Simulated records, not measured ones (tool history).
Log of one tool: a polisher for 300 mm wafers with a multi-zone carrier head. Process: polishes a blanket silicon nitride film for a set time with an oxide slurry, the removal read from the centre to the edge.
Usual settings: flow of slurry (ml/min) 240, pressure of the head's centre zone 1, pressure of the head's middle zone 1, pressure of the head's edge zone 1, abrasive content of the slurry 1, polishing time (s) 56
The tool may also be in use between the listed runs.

| run | hour | flow of slurry (ml/min) | pressure of the head's centre zone | pressure of the head's middle zone | pressure of the head's edge zone | abrasive content of the slurry | polishing time (s) | incoming thickness of the incoming film, nm | film removed at the wafer's centre (Å) | film removed at mid-radius (Å) | film removed at the wafer's edge (Å) |
|---|---|---|---|---|---|---|---|---|---|---|---|
| 1 | 0 | 240 | 1 | 1 | 1 | 1 | 56 | 645.1 | 328 | 343 | 354 |
|  | 37.7 | slurry nozzle cleaned |
| 2 | 55.9 | 240 | 1.04 | 1 | 1 | 1 | 56 | 648.3 | 365 | 351 | 365 |
| 3 | 126.9 | 240 | 1.04 | 1 | 1 | 1 | 56 | 643.5 | 333 | 327 | 342 |
|  | 163.5 | worn pad replaced by a new one |
|  | 196.9 | edge zone pressure recalibrated |
|  | 213 | carrier head's membrane replaced by a new one |
| 4 | 221.3 | 240 | 1.04 | 1 | 1 | 1 | 56 | 646.7 | 368 | 356 | 365 |
| 5 | 247 | 240 | 1 | 1 | 0.9 | 1 | 56 | 631.3 | 350 | 348 | 359 |
| 6 | 312.4 | 240 | 1 | 1 | 0.9 | 1 | 56 | 648.4 | 343 | 344 | 349 |
|  | 322 | slurry nozzle cleaned |
| 7 | 356.7 | 240 | 1 | 1.05 | 1 | 1 | 48 | 644.3 | 304 | 328 | 315 |
|  | 460.8 | centre zone pressure recalibrated |
| 8 | 461.3 | 240 | 1 | 0.91 | 1 | 1 | 56 | 635.8 | 320 | 302 | 337 |
| 9 | 504.3 | 240 | 1 | 1 | 1 | 1 | 56 | 637.8 | 304 | 306 | 324 |
|  | 519.1 | worn pad replaced by a new one |
| 10 | 543.6 | 210 | 1 | 1 | 1 | 1 | 56 | 636.9 | 331 | 343 | 356 |
| 11 | 605.8 | 240 | 1 | 1 | 1 | 1 | 56 | 636.2 | 334 | 345 | 360 |
| 12 | 650.8 | 240 | 1 | 0.93 | 1 | 1 | 56 | 638.3 | 334 | 315 | 358 |
|  | 673.8 | edge zone pressure recalibrated |
| 13 | 684.3 | 185 | 1 | 1 | 1 | 1 | 56 | 636.4 | 302 | 311 | 330 |
|  | 685.3 | slurry nozzle cleaned |
| 14 | 715.3 | 240 | 1 | 1.09 | 1 | 1 | 67 | 635.2 | 424 | 454 | 442 |
| 15 | 753.4 | 240 | 1.04 | 1 | 1 | 1 | 56 | 644.1 | 356 | 342 | 360 |
| 16 | 796 | 175 | 1 | 1.06 | 1 | 1 | 42 | 645.3 | 231 | 242 | 244 |
|  | 802.5 | worn pad replaced by a new one |
| 17 | 822.1 | 240 | 1 | 1 | 0.96 | 1 | 56 | 636.7 | 354 | 352 | 370 |
| 18 | 888.7 | 240 | 1 | 1 | 1 | 1 | 56 | 643.6 | 336 | 344 | 361 |
| 19 | 921.9 | 240 | 1.12 | 1 | 1 | 0.9 | 36 | 648.4 | 225 | 208 | 222 |
| 20 | 974.8 | 240 | 1 | 1 | 1 | 1.3 | 56 | 643.9 | 367 | 366 | 388 |
|  | 993.5 | slurry nozzle cleaned |
| 21 | 1026.3 | 170 | 1 | 1 | 1 | 1.1 | 56 | 638.3 | 327 | 337 | 356 |
| 22 | 1085.5 | 275 | 1 | 1 | 1 | 1 | 56 | 646 | 330 | 339 | 346 |

Hidden state or all else? Some run-to-run changes of film removed at the wafer's centre (Å), split into what the settings, what came in and random variation would give without the hidden state, and what is left for the hidden state (with any gauge scatter that isn't in both results):
The hidden state here: removal rate lost through wear of the pad, %; slurry flow missing at the pad, %; deviation of the centre zone's pressure from its setpoint, %; deviation of the edge zone's pressure from its setpoint, %.
Run 7 -> 8: pressure of the head's middle zone 1.05 -> 0.91, polishing time (s) 48 -> 56, centre zone pressure recalibrated. film removed at the wafer's centre (Å) +16: hidden state -42, all else +58.
Run 9 -> 10: flow of slurry (ml/min) 240 -> 210, worn pad replaced by a new one. film removed at the wafer's centre (Å) +27: hidden state +34, all else -7.
Run 15 -> 16: flow of slurry (ml/min) 240 -> 175, pressure of the head's centre zone 1.04 -> 1, pressure of the head's middle zone 1 -> 1.06, polishing time (s) 56 -> 42. film removed at the wafer's centre (Å) -125: hidden state -3, all else -122.
Run 19 -> 20: pressure of the head's centre zone 1.12 -> 1, abrasive content of the slurry 0.9 -> 1.3, polishing time (s) 36 -> 56. film removed at the wafer's centre (Å) +142: hidden state -33, all else +175.
